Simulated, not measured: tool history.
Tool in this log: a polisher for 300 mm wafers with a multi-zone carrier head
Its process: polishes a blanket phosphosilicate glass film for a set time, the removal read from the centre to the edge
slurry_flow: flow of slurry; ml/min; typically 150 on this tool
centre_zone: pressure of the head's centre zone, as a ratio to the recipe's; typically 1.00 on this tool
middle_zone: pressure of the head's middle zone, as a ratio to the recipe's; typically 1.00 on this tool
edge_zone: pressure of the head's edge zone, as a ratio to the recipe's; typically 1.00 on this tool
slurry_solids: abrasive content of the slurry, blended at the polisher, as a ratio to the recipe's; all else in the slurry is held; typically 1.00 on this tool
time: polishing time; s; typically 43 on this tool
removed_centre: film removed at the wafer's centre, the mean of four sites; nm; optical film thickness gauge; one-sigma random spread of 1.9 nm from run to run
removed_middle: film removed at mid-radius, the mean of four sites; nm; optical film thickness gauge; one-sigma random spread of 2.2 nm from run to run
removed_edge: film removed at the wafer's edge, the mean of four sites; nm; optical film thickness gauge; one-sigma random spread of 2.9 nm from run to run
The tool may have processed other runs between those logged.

run   hour  slurry_flow  centre_zone  middle_zone  edge_zone  slurry_solids  time  incoming thickness of the incoming film, nm  removed_centre  removed_middle  removed_edge
  1    0.0          150         1.06         1.00       1.00           1.00    43                                       4311.6           315.3           302.0         311.1
      40.2  -- worn pad replaced by a new one
  2   53.6          150         1.06         1.00       1.00           1.00    43                                       4309.9           316.0           302.8         308.3
      76.0  -- slurry nozzle cleaned, repeated, since the last time left the tool worse
  3   81.8          170         1.08         0.95       1.00           1.00    43                                       4325.3           357.0           312.2         333.0
  4  109.1          125         1.00         1.00       1.07           1.00    43                                       4386.4           305.7           312.8         328.2
  5  151.2          150         1.00         1.00       1.00           1.00    43                                       4321.6           323.1           322.0         323.2
  6  183.6          150         1.00         1.00       1.00           1.00    43                                       4286.5           320.2           322.2         321.9
  7  219.3          125         1.00         1.00       1.00           1.25    30                                       4397.2           231.3           237.0         240.0
     251.2  -- carrier head's membrane replaced by a new one
  8  282.0          150         1.00         1.00       1.00           1.00    43                                       4409.9           317.0           322.2         324.4
     307.0  -- edge zone pressure recalibrated
  9  326.3          150         1.07         1.00       1.00           1.00    55                                       4280.3           433.8           412.5         417.8
     342.9  -- worn pad replaced by a new one
 10  393.5          185         1.00         1.00       1.00           1.30    43                                       4300.6           364.7           370.0         365.7
 11  440.8          180         1.00         1.07       0.89           1.00    43                                       4322.9           330.5           345.1         311.1
 12  506.7          150         1.00         1.00       1.00           0.80    43                                       4227.9           285.0           287.8         289.8
 13  542.0          150         1.00         1.00       1.00           1.00    43                                       4334.9           315.3           321.9         317.8
 14  584.5          150         1.00         1.00       1.00           1.00    43                                       4294.1           316.2           314.7         318.8
 15  623.4          150         1.11         1.00       1.00           0.85    43                                       4272.3           322.8           293.8         296.8
     650.0  -- worn pad replaced by a new one
 16  663.9          195         1.04         1.00       1.00           1.00    43                                       4244.4           344.8           328.7         331.5
 17  700.6          150         1.00         1.00       1.00           1.00    43                                       4315.9           314.4           314.2         319.5
 18  732.0          150         1.00         0.88       1.00           1.10    43                                       4299.8           325.0           296.5         333.7
 19  771.0          150         1.00         1.00       1.00           1.00    43                                       4273.3           314.0           314.8         320.7
 20  835.7          150         1.00         1.05       1.00           1.25    47                                       4305.7           373.1           394.9         385.3

What if the next run were any one of these 5? Each begins from the tool's condition after run 20:
  A  836.1          150         1.00         1.00       1.00           0.90    43                                       4294.1               ?               ?             ?
  B  836.1          180         0.93         1.00       1.00           0.80    43                                       4294.1               ?               ?             ?
  C  836.1          150         1.00         1.00       1.00           1.00    37                                       4294.1               ?               ?             ?
  D  836.1          150         0.95         0.89       0.93           0.75    43                                       4294.1               ?               ?             ?
  E  836.1          150         1.00         1.00       1.11           0.80    43                                       4294.1               ?               ?             ?

run  removed_centre  removed_middle  removed_edge
  A           295.2           297.2         303.1
  B           270.4           291.7         294.4
  C           266.2           268.1         273.4
  D           256.8           247.4         269.0
  E           279.3           281.2         302.1
Stripped of hidden state, with their random variation kept, the same runs would have yielded:
run  removed_centre  removed_middle  removed_edge
  A           303.1           304.3         308.3
  B           276.5           297.6         298.7
  C           273.4           274.5         278.0
  D           263.8           253.3         273.5
  E           286.9           288.0         307.2
